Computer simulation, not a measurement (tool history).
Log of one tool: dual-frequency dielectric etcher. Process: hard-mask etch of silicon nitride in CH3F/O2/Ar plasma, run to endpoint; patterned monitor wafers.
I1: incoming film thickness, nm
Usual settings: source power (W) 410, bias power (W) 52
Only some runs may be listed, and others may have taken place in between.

{"run": 1, "hour": 0.0, "source power (W)": 410, "bias power (W)": 62, "I1": 31.83, "endpoint time (s)": 45.5}
{"run": 2, "hour": 6.1, "source power (W)": 410, "bias power (W)": 52, "I1": 31.64, "endpoint time (s)": 49.3}
{"run": 3, "hour": 18.0, "source power (W)": 410, "bias power (W)": 52, "I1": 32.18, "endpoint time (s)": 49.6}
{"run": 4, "hour": 34.2, "source power (W)": 410, "bias power (W)": 60, "I1": 31.53, "endpoint time (s)": 45.3}
{"run": 5, "hour": 41.3, "source power (W)": 410, "bias power (W)": 60, "I1": 31.82, "endpoint time (s)": 45.4}
{"run": 6, "hour": 52.0, "source power (W)": 410, "bias power (W)": 60, "I1": 32.25, "endpoint time (s)": 47}
{"run": 7, "hour": 59.5, "source power (W)": 410, "bias power (W)": 52, "I1": 32.07, "endpoint time (s)": 48.6}
{"run": 8, "hour": 76.1, "source power (W)": 410, "bias power (W)": 52, "I1": 31.96, "endpoint time (s)": 49}
{"run": 9, "hour": 83.5, "source power (W)": 410, "bias power (W)": 52, "I1": 31.95, "endpoint time (s)": 48.3}
{"run": 10, "hour": 94.8, "source power (W)": 410, "bias power (W)": 45, "I1": 32.09, "endpoint time (s)": 51.7}
{"run": 11, "hour": 108.5, "source power (W)": 410, "bias power (W)": 52, "I1": 31.93, "endpoint time (s)": 48.1}
{"hour": 114.5, "done": "bias power generator calibrated"}
{"run": 12, "hour": 121.2, "source power (W)": 410, "bias power (W)": 52, "I1": 32.11, "endpoint time (s)": 49.7}
{"run": 13, "hour": 134.7, "source power (W)": 410, "bias power (W)": 52, "I1": 32.1, "endpoint time (s)": 48.8}
{"run": 14, "hour": 145.0, "source power (W)": 410, "bias power (W)": 52, "I1": 32.61, "endpoint time (s)": 49.6}
{"run": 15, "hour": 156.3, "source power (W)": 410, "bias power (W)": 52, "I1": 32.04, "endpoint time (s)": 49}
{"run": 16, "hour": 165.3, "source power (W)": 410, "bias power (W)": 52, "I1": 32.15, "endpoint time (s)": 49.3}
{"run": 17, "hour": 179.8, "source power (W)": 440, "bias power (W)": 44, "I1": 32.07, "endpoint time (s)": 51.4}
{"hour": 208.4, "done": "wet clean of the chamber"}
{"run": 18, "hour": 208.9, "source power (W)": 440, "bias power (W)": 44, "I1": 31.92, "endpoint time (s)": 53.5}
{"run": 19, "hour": 209.2, "source power (W)": 380, "bias power (W)": 40, "I1": 31.81, "endpoint time (s)": 57.4}
{"hour": 216.1, "done": "source power generator calibrated"}
{"run": 20, "hour": 216.6, "source power (W)": 480, "bias power (W)": 61, "I1": 31.94, "endpoint time (s)": 45.3}
{"run": 21, "hour": 223.5, "source power (W)": 470, "bias power (W)": 40, "I1": 31.48, "endpoint time (s)": 53.4}
{"run": 22, "hour": 239.1, "source power (W)": 460, "bias power (W)": 45, "I1": 31.82, "endpoint time (s)": 51.6}
{"run": 23, "hour": 246.9, "source power (W)": 410, "bias power (W)": 52, "I1": 31.7, "endpoint time (s)": 50.3}
{"run": 24, "hour": 258.6, "source power (W)": 470, "bias power (W)": 52, "I1": 32.17, "endpoint time (s)": 49}
{"hour": 298.0, "done": "upper electrode replaced"}
{"run": 25, "hour": 298.5, "source power (W)": 410, "bias power (W)": 52, "I1": 31.84, "endpoint time (s)": 50.4}
{"run": 26, "hour": 298.9, "source power (W)": 410, "bias power (W)": 52, "I1": 31.81, "endpoint time (s)": 50.2}
{"run": 27, "hour": 299.5, "source power (W)": 410, "bias power (W)": 52, "I1": 31.85, "endpoint time (s)": 49.4}
{"run": 28, "hour": 307.6, "source power (W)": 490, "bias power (W)": 65, "I1": 32.11, "endpoint time (s)": 43.8}
{"run": 29, "hour": 336.5, "source power (W)": 490, "bias power (W)": 59, "I1": 32.04, "endpoint time (s)": 45.2}
{"run": 30, "hour": 345.9, "source power (W)": 410, "bias power (W)": 39, "I1": 31.81, "endpoint time (s)": 56.3}
{"run": 31, "hour": 362.2, "source power (W)": 460, "bias power (W)": 58, "I1": 31.95, "endpoint time (s)": 45.9}
{"run": 32, "hour": 378.6, "source power (W)": 450, "bias power (W)": 57, "I1": 31.75, "endpoint time (s)": 46.6}
{"run": 33, "hour": 386.6, "source power (W)": 410, "bias power (W)": 52, "I1": 31.64, "endpoint time (s)": 49.1}
{"run": 34, "hour": 395.2, "source power (W)": 410, "bias power (W)": 42, "I1": 31.8, "endpoint time (s)": 54.5}
{"run": 35, "hour": 410.2, "source power (W)": 460, "bias power (W)": 64, "I1": 31.8, "endpoint time (s)": 43.8}
{"run": 36, "hour": 417.2, "source power (W)": 410, "bias power (W)": 52, "I1": 31.92, "endpoint time (s)": 50.3}

Exercise: give the hidden state of the tool at every run:
source power that arrives over what is set, %: 0, the same for each run
bias power that arrives over what is set, %: 0, the same for each run
H1: etch rate over this chamber's usual, %
run=1 H1=2.96
run=2 H1=3.02
run=3 H1=3.14
run=4 H1=3.3
run=5 H1=3.37
run=6 H1=3.48
run=7 H1=3.55
run=8 H1=3.72
run=9 H1=3.79
run=10 H1=3.91
run=11 H1=4.04
run=12 H1=4.17
run=13 H1=4.3
run=14 H1=4.41
run=15 H1=4.52
run=16 H1=4.61
run=17 H1=4.75
run=18 H1=-0.269
run=19 H1=-0.266
run=20 H1=-0.192
run=21 H1=-0.124
run=22 H1=0.0318
run=23 H1=0.11
run=24 H1=0.226
run=25 H1=0.624
run=26 H1=0.628
run=27 H1=0.634
run=28 H1=0.714
run=29 H1=1
run=30 H1=1.1
run=31 H1=1.26
run=32 H1=1.42
run=33 H1=1.5
run=34 H1=1.59
run=35 H1=1.74
run=36 H1=1.81
